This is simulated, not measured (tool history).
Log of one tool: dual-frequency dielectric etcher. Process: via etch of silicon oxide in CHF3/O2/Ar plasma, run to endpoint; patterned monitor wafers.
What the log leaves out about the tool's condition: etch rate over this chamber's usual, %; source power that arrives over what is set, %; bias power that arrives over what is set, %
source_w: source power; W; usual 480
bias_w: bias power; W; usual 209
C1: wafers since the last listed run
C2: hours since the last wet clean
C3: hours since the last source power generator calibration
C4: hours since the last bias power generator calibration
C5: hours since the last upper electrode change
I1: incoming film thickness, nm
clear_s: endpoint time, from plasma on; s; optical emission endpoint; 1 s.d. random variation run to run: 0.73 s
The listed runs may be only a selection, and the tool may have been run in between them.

{"run": 1, "hour": 0.0, "source_w": 480, "bias_w": 209, "C1": 0, "C2": 20.6, "C3": 4178.1, "C4": 1108.7, "C5": 3803.6, "I1": 462.9, "clear_s": 231.6}
{"run": 2, "hour": 31.1, "source_w": 480, "bias_w": 209, "C1": 104, "C2": 51.7, "C3": 4209.2, "C4": 1139.8, "C5": 3834.7, "I1": 468.7, "clear_s": 234.4}
{"run": 3, "hour": 69.1, "source_w": 480, "bias_w": 209, "C1": 128, "C2": 89.7, "C3": 4247.2, "C4": 1177.8, "C5": 3872.7, "I1": 469.2, "clear_s": 236.2}
{"run": 4, "hour": 98.9, "source_w": 480, "bias_w": 209, "C1": 100, "C2": 119.5, "C3": 4277, "C4": 1207.6, "C5": 3902.5, "I1": 466.1, "clear_s": 235}
{"run": 5, "hour": 139.5, "source_w": 400, "bias_w": 234, "C1": 137, "C2": 160.1, "C3": 4317.6, "C4": 1248.2, "C5": 3943.1, "I1": 470, "clear_s": 248.2}
{"run": 6, "hour": 190.8, "source_w": 400, "bias_w": 234, "C1": 173, "C2": 211.4, "C3": 4368.9, "C4": 1299.5, "C5": 3994.4, "I1": 467, "clear_s": 246.9}
{"run": 7, "hour": 252.0, "source_w": 540, "bias_w": 209, "C1": 206, "C2": 272.6, "C3": 4430.1, "C4": 1360.7, "C5": 4055.6, "I1": 459.1, "clear_s": 216.5}
{"run": 8, "hour": 312.7, "source_w": 480, "bias_w": 236, "C1": 204, "C2": 333.3, "C3": 4490.8, "C4": 1421.4, "C5": 4116.3, "I1": 464.9, "clear_s": 220.3}
{"run": 9, "hour": 377.9, "source_w": 480, "bias_w": 236, "C1": 220, "C2": 398.5, "C3": 4556, "C4": 1486.6, "C5": 4181.5, "I1": 467, "clear_s": 221.5}
{"run": 10, "hour": 423.3, "source_w": 480, "bias_w": 209, "C1": 153, "C2": 443.9, "C3": 4601.4, "C4": 1532, "C5": 4226.9, "I1": 468.5, "clear_s": 236.9}
{"run": 11, "hour": 453.2, "source_w": 480, "bias_w": 209, "C1": 100, "C2": 473.8, "C3": 4631.3, "C4": 1561.9, "C5": 4256.8, "I1": 466.5, "clear_s": 235.8}
{"hour": 521.0, "done": "wet clean of the chamber"}
{"run": 12, "hour": 521.5, "source_w": 480, "bias_w": 209, "C1": 149, "C2": 0.5, "C3": 4699.6, "C4": 1630.2, "C5": 4325.1, "I1": 465, "clear_s": 235.5}
{"hour": 563.3, "done": "bias power generator calibrated"}
{"run": 13, "hour": 564.2, "source_w": 550, "bias_w": 209, "C1": 130, "C2": 43.2, "C3": 4742.3, "C4": 0.9, "C5": 4367.8, "I1": 463.4, "clear_s": 217.8}
{"run": 14, "hour": 602.2, "source_w": 420, "bias_w": 209, "C1": 128, "C2": 81.2, "C3": 4780.3, "C4": 38.9, "C5": 4405.8, "I1": 467.9, "clear_s": 252.8}
{"run": 15, "hour": 652.7, "source_w": 420, "bias_w": 209, "C1": 170, "C2": 131.7, "C3": 4830.8, "C4": 89.4, "C5": 4456.3, "I1": 468.3, "clear_s": 253.1}
{"run": 16, "hour": 717.7, "source_w": 420, "bias_w": 209, "C1": 219, "C2": 196.7, "C3": 4895.8, "C4": 154.4, "C5": 4521.3, "I1": 468.1, "clear_s": 253}
{"run": 17, "hour": 742.2, "source_w": 420, "bias_w": 223, "C1": 82, "C2": 221.2, "C3": 4920.3, "C4": 178.9, "C5": 4545.8, "I1": 462, "clear_s": 244}
{"run": 18, "hour": 796.2, "source_w": 510, "bias_w": 170, "C1": 182, "C2": 275.2, "C3": 4974.3, "C4": 232.9, "C5": 4599.8, "I1": 464.2, "clear_s": 249.9}
{"run": 19, "hour": 832.4, "source_w": 480, "bias_w": 209, "C1": 122, "C2": 311.4, "C3": 5010.5, "C4": 269.1, "C5": 4636, "I1": 459.8, "clear_s": 230.6}
{"hour": 859.0, "done": "upper electrode replaced"}
{"run": 20, "hour": 890.5, "source_w": 400, "bias_w": 190, "C1": 115, "C2": 369.5, "C3": 5068.6, "C4": 327.2, "C5": 31.5, "I1": 463.4, "clear_s": 270.4}
{"run": 21, "hour": 933.5, "source_w": 540, "bias_w": 185, "C1": 145, "C2": 412.5, "C3": 5111.6, "C4": 370.2, "C5": 74.5, "I1": 467.4, "clear_s": 235.2}
{"run": 22, "hour": 959.8, "source_w": 420, "bias_w": 209, "C1": 88, "C2": 438.8, "C3": 5137.9, "C4": 396.5, "C5": 100.8, "I1": 465.9, "clear_s": 251.9}
{"hour": 984.0, "done": "source power generator calibrated"}
{"run": 23, "hour": 1006.8, "source_w": 590, "bias_w": 242, "C1": 145, "C2": 485.8, "C3": 22.8, "C4": 443.5, "C5": 147.8, "I1": 461.8, "clear_s": 195.2}
{"run": 24, "hour": 1039.5, "source_w": 600, "bias_w": 209, "C1": 110, "C2": 518.5, "C3": 55.5, "C4": 476.2, "C5": 180.5, "I1": 464.7, "clear_s": 208.3}
{"hour": 1066.1, "done": "wet clean of the chamber"}
{"run": 25, "hour": 1079.8, "source_w": 440, "bias_w": 165, "C1": 55, "C2": 13.7, "C3": 95.8, "C4": 516.5, "C5": 220.8, "I1": 466.8, "clear_s": 276.5}
{"run": 26, "hour": 1129.1, "source_w": 510, "bias_w": 185, "C1": 166, "C2": 63, "C3": 145.1, "C4": 565.8, "C5": 270.1, "I1": 465.9, "clear_s": 240.8}
{"run": 27, "hour": 1179.0, "source_w": 480, "bias_w": 209, "C1": 168, "C2": 112.9, "C3": 195, "C4": 615.7, "C5": 320, "I1": 462.5, "clear_s": 232.7}
{"run": 28, "hour": 1243.2, "source_w": 480, "bias_w": 209, "C1": 216, "C2": 177.1, "C3": 259.2, "C4": 679.9, "C5": 384.2, "I1": 461.3, "clear_s": 231.7}
{"run": 29, "hour": 1307.5, "source_w": 480, "bias_w": 209, "C1": 217, "C2": 241.4, "C3": 323.5, "C4": 744.2, "C5": 448.5, "I1": 461.1, "clear_s": 232.4}
{"run": 30, "hour": 1358.8, "source_w": 440, "bias_w": 165, "C1": 173, "C2": 292.7, "C3": 374.8, "C4": 795.5, "C5": 499.8, "I1": 467.6, "clear_s": 276.7}
{"run": 31, "hour": 1418.0, "source_w": 440, "bias_w": 230, "C1": 199, "C2": 351.9, "C3": 434, "C4": 854.7, "C5": 559, "I1": 466.4, "clear_s": 235.6}
{"run": 32, "hour": 1453.1, "source_w": 520, "bias_w": 225, "C1": 118, "C2": 387, "C3": 469.1, "C4": 889.8, "C5": 594.1, "I1": 464.9, "clear_s": 216.2}

Hidden condition of the tool, last listed run before each entry between runs versus first listed run after:
From run 11 to run 12: wet clean of the chamber (hour 521)
  both runs share identical hidden conditions
From run 12 to run 13: bias power generator calibrated (hour 563.3)
  both runs share identical hidden conditions
From run 19 to run 20: upper electrode replaced (hour 859)
  both runs share identical hidden conditions
From run 22 to run 23: source power generator calibrated (hour 984)
  both runs share identical hidden conditions
From run 24 to run 25: wet clean of the chamber (hour 1066.1)
  both runs share identical hidden conditions
